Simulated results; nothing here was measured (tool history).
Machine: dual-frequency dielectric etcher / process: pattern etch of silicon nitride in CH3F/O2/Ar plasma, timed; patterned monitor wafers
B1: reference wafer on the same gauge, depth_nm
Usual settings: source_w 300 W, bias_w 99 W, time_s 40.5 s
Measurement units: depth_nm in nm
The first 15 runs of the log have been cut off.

At hour 751.9: bias power generator calibrated.
Run 16, hour 769.2: usual settings but bias_w 92 W, time_s 32.5 s; B1 30.19. Result: depth_nm 22.78 nm.
Run 17, hour 838.3: usual settings but source_w 320 W, bias_w 78 W, time_s 50.0 s; B1 30.19. Result: depth_nm 32.78 nm.
Run 18, hour 864.2: usual settings but source_w 260 W, bias_w 91 W, time_s 46.0 s; B1 30.24. Result: depth_nm 30.16 nm.
Run 19, hour 897.1: usual settings but source_w 360 W, bias_w 87 W, time_s 52.5 s; B1 30.20. Result: depth_nm 38.30 nm.
Run 20, hour 927.7: usual settings but source_w 230 W; B1 30.20. Result: depth_nm 26.53 nm.
Run 21, hour 1002.2: usual settings but time_s 47.0 s; B1 30.22. Result: depth_nm 34.28 nm.
Run 22, hour 1044.2: usual settings but source_w 320 W; B1 30.23. Result: depth_nm 30.33 nm.
Run 23, hour 1099.5: usual settings but source_w 220 W, time_s 36.5 s; B1 30.19. Result: depth_nm 23.54 nm.
Run 24, hour 1149.2: usual settings but source_w 220 W, bias_w 84 W, time_s 49.0 s; B1 30.22. Result: depth_nm 28.68 nm.
Run 25, hour 1205.6: usual settings but source_w 260 W, time_s 37.0 s; B1 30.19. Result: depth_nm 25.50 nm.
Run 26, hour 1230.0: usual settings but source_w 230 W, bias_w 89 W; B1 30.20. Result: depth_nm 25.09 nm.
At hour 1275.2: wet clean of the chamber.
Run 27, hour 1275.7: usual settings but source_w 370 W, bias_w 75 W, time_s 32.0 s; B1 30.19. Result: depth_nm 21.61 nm.
Run 28, hour 1303.7: usual settings but bias_w 80 W; B1 30.19. Result: depth_nm 26.22 nm.
Run 29, hour 1353.9: usual settings; B1 30.21. Result: depth_nm 29.45 nm.
Run 30, hour 1413.8: usual settings but bias_w 87 W, time_s 49.0 s; B1 30.20. Result: depth_nm 33.22 nm.

4 ways to go on from here, each from the tool as it stands after run 30. What would each give?
Run A, hour 1414.2: usual settings but source_w 360 W; B1 ?. Result: depth_nm ?.
Run B, hour 1414.2: usual settings but bias_w 91 W, time_s 49.0 s; B1 ?. Result: depth_nm ?.
Run C, hour 1414.2: usual settings but source_w 250 W, bias_w 115 W, time_s 32.0 s; B1 ?. Result: depth_nm ?.
Run D, hour 1414.2: usual settings but source_w 270 W, bias_w 84 W, time_s 35.5 s; B1 ?. Result: depth_nm ?.

run     B1  depth_nm
  A  30.23     31.85
  B  30.23     34.19
  C  30.23     23.65
  D  30.23     22.67
Stripped of hidden state, with their random variation kept, the same runs would have yielded:
run  depth_nm
  A     31.94
  B     34.29
  C     23.71
  D     22.73
